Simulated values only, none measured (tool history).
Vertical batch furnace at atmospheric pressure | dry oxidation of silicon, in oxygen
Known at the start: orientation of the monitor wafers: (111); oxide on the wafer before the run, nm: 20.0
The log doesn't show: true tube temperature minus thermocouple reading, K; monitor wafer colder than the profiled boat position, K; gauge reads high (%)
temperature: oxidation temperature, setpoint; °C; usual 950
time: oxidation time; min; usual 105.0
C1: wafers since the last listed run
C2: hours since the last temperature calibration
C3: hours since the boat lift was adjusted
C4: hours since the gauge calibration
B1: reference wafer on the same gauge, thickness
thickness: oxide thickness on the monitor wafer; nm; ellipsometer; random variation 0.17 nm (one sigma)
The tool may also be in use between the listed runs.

{"run": 1, "hour": 0.0, "temperature": 950, "time": 105.0, "C1": 0, "C2": 2831.0, "C3": 4981.3, "C4": 131.9, "B1": 69.02, "thickness": 73.42}
{"run": 2, "hour": 12.8, "temperature": 950, "time": 105.0, "C1": 164, "C2": 2843.8, "C3": 4994.1, "C4": 144.7, "B1": 69.17, "thickness": 73.24}
{"run": 3, "hour": 39.4, "temperature": 950, "time": 105.0, "C1": 340, "C2": 2870.4, "C3": 5020.7, "C4": 171.3, "B1": 69.21, "thickness": 73.19}
{"run": 4, "hour": 61.7, "temperature": 950, "time": 105.0, "C1": 285, "C2": 2892.7, "C3": 5043.0, "C4": 193.6, "B1": 69.32, "thickness": 73.29}
{"run": 5, "hour": 89.6, "temperature": 941, "time": 105.0, "C1": 357, "C2": 2920.6, "C3": 5070.9, "C4": 221.5, "B1": 69.32, "thickness": 69.16}
{"run": 6, "hour": 109.9, "temperature": 941, "time": 105.0, "C1": 260, "C2": 2940.9, "C3": 5091.2, "C4": 241.8, "B1": 69.42, "thickness": 69.31}
{"run": 7, "hour": 138.5, "temperature": 962, "time": 105.0, "C1": 366, "C2": 2969.5, "C3": 5119.8, "C4": 270.4, "B1": 69.51, "thickness": 79.74}
{"run": 8, "hour": 154.6, "temperature": 962, "time": 105.0, "C1": 206, "C2": 2985.6, "C3": 5135.9, "C4": 286.5, "B1": 69.6, "thickness": 79.86}
{"run": 9, "hour": 170.0, "temperature": 962, "time": 105.0, "C1": 197, "C2": 3001.0, "C3": 5151.3, "C4": 301.9, "B1": 69.62, "thickness": 80.0}
{"run": 10, "hour": 201.5, "temperature": 938, "time": 105.0, "C1": 403, "C2": 3032.5, "C3": 5182.8, "C4": 333.4, "B1": 69.72, "thickness": 68.08}
{"run": 11, "hour": 214.5, "temperature": 938, "time": 105.0, "C1": 166, "C2": 3045.5, "C3": 5195.8, "C4": 346.4, "B1": 69.7, "thickness": 68.28}
{"run": 12, "hour": 246.1, "temperature": 938, "time": 105.0, "C1": 404, "C2": 3077.1, "C3": 5227.4, "C4": 378.0, "B1": 69.72, "thickness": 67.73}
{"run": 13, "hour": 265.2, "temperature": 942, "time": 105.0, "C1": 244, "C2": 3096.2, "C3": 5246.5, "C4": 397.1, "B1": 69.73, "thickness": 69.83}
{"hour": 364.0, "done": "thermocouples replaced and temperature profile calibrated"}
{"run": 14, "hour": 364.5, "temperature": 942, "time": 105.0, "C1": 964, "C2": 0.5, "C3": 5345.8, "C4": 496.4, "B1": 69.84, "thickness": 69.84}
{"run": 15, "hour": 370.7, "temperature": 950, "time": 105.0, "C1": 79, "C2": 6.7, "C3": 5352.0, "C4": 502.6, "B1": 69.8, "thickness": 73.59}
{"run": 16, "hour": 394.8, "temperature": 950, "time": 105.0, "C1": 308, "C2": 30.8, "C3": 5376.1, "C4": 526.7, "B1": 69.92, "thickness": 74.01}
{"run": 17, "hour": 424.0, "temperature": 950, "time": 105.0, "C1": 374, "C2": 60.0, "C3": 5405.3, "C4": 555.9, "B1": 69.92, "thickness": 74.23}
{"run": 18, "hour": 458.8, "temperature": 950, "time": 105.0, "C1": 445, "C2": 94.8, "C3": 5440.1, "C4": 590.7, "B1": 69.91, "thickness": 74.03}
{"run": 19, "hour": 479.0, "temperature": 962, "time": 71.0, "C1": 258, "C2": 115.0, "C3": 5460.3, "C4": 610.9, "B1": 69.91, "thickness": 64.12}
{"run": 20, "hour": 500.4, "temperature": 950, "time": 105.0, "C1": 274, "C2": 136.4, "C3": 5481.7, "C4": 632.3, "B1": 69.91, "thickness": 73.99}
{"hour": 522.4, "done": "gauge calibrated"}
{"hour": 536.1, "done": "boat lift adjusted"}
{"run": 21, "hour": 536.6, "temperature": 975, "time": 63.0, "C1": 156, "C2": 172.6, "C3": 0.5, "C4": 14.2, "B1": 68.45, "thickness": 63.9}
{"run": 22, "hour": 542.8, "temperature": 933, "time": 131.0, "C1": 79, "C2": 178.8, "C3": 6.7, "C4": 20.4, "B1": 68.48, "thickness": 73.43}
{"run": 23, "hour": 567.2, "temperature": 932, "time": 81.0, "C1": 312, "C2": 203.2, "C3": 31.1, "C4": 44.8, "B1": 68.68, "thickness": 55.78}
{"run": 24, "hour": 593.0, "temperature": 939, "time": 129.5, "C1": 330, "C2": 229.0, "C3": 56.9, "C4": 70.6, "B1": 68.76, "thickness": 76.26}
{"run": 25, "hour": 619.4, "temperature": 942, "time": 72.5, "C1": 338, "C2": 255.4, "C3": 83.3, "C4": 97.0, "B1": 69.06, "thickness": 56.25}
{"run": 26, "hour": 654.5, "temperature": 939, "time": 127.5, "C1": 449, "C2": 290.5, "C3": 118.4, "C4": 132.1, "B1": 69.23, "thickness": 76.26}
{"run": 27, "hour": 673.4, "temperature": 939, "time": 91.5, "C1": 242, "C2": 309.4, "C3": 137.3, "C4": 151.0, "B1": 69.25, "thickness": 62.95}
{"run": 28, "hour": 703.7, "temperature": 972, "time": 123.0, "C1": 388, "C2": 339.7, "C3": 167.6, "C4": 181.3, "B1": 69.37, "thickness": 93.07}
{"run": 29, "hour": 716.1, "temperature": 950, "time": 105.0, "C1": 158, "C2": 352.1, "C3": 180.0, "C4": 193.7, "B1": 69.39, "thickness": 73.67}
{"run": 30, "hour": 729.6, "temperature": 950, "time": 105.0, "C1": 172, "C2": 365.6, "C3": 193.5, "C4": 207.2, "B1": 69.5, "thickness": 73.58}
{"run": 31, "hour": 757.6, "temperature": 937, "time": 105.0, "C1": 358, "C2": 393.6, "C3": 221.5, "C4": 235.2, "B1": 69.53, "thickness": 67.28}
{"run": 32, "hour": 772.9, "temperature": 931, "time": 65.5, "C1": 196, "C2": 408.9, "C3": 236.8, "C4": 250.5, "B1": 69.56, "thickness": 50.29}
{"run": 33, "hour": 787.4, "temperature": 964, "time": 127.0, "C1": 185, "C2": 423.4, "C3": 251.3, "C4": 265.0, "B1": 69.6, "thickness": 90.22}
{"run": 34, "hour": 813.4, "temperature": 934, "time": 105.0, "C1": 333, "C2": 449.4, "C3": 277.3, "C4": 291.0, "B1": 69.58, "thickness": 66.11}
{"run": 35, "hour": 846.4, "temperature": 931, "time": 155.0, "C1": 422, "C2": 482.4, "C3": 310.3, "C4": 324.0, "B1": 69.68, "thickness": 81.34}
{"run": 36, "hour": 860.8, "temperature": 959, "time": 64.0, "C1": 184, "C2": 496.8, "C3": 324.7, "C4": 338.4, "B1": 69.67, "thickness": 59.11}
{"run": 37, "hour": 950.4, "temperature": 972, "time": 140.5, "C1": 1148, "C2": 586.4, "C3": 414.3, "C4": 428.0, "B1": 69.9, "thickness": 101.65}
{"run": 38, "hour": 985.7, "temperature": 973, "time": 105.0, "C1": 452, "C2": 621.7, "C3": 449.6, "C4": 463.3, "B1": 69.93, "thickness": 85.84}

Hidden state or all else? Some run-to-run changes of thickness, split into what the settings, what came in and random variation would give without the hidden state, and what is left for the hidden state (with any gauge scatter that isn't in both results):
Run 20 -> 21: temperature 950 -> 975, time 105.0 -> 63.0, gauge calibrated, boat lift adjusted. thickness -10.09 nm: hidden state -1.58, all else -8.51.
Run 27 -> 28: temperature 939 -> 972, time 91.5 -> 123.0. thickness +30.12 nm: hidden state +0.52, all else +29.60.
Run 32 -> 33: temperature 931 -> 964, time 65.5 -> 127.0. thickness +39.93 nm: hidden state +0.70, all else +39.23.
Run 36 -> 37: temperature 959 -> 972, time 64.0 -> 140.5. thickness +42.54 nm: hidden state +1.00, all else +41.54.
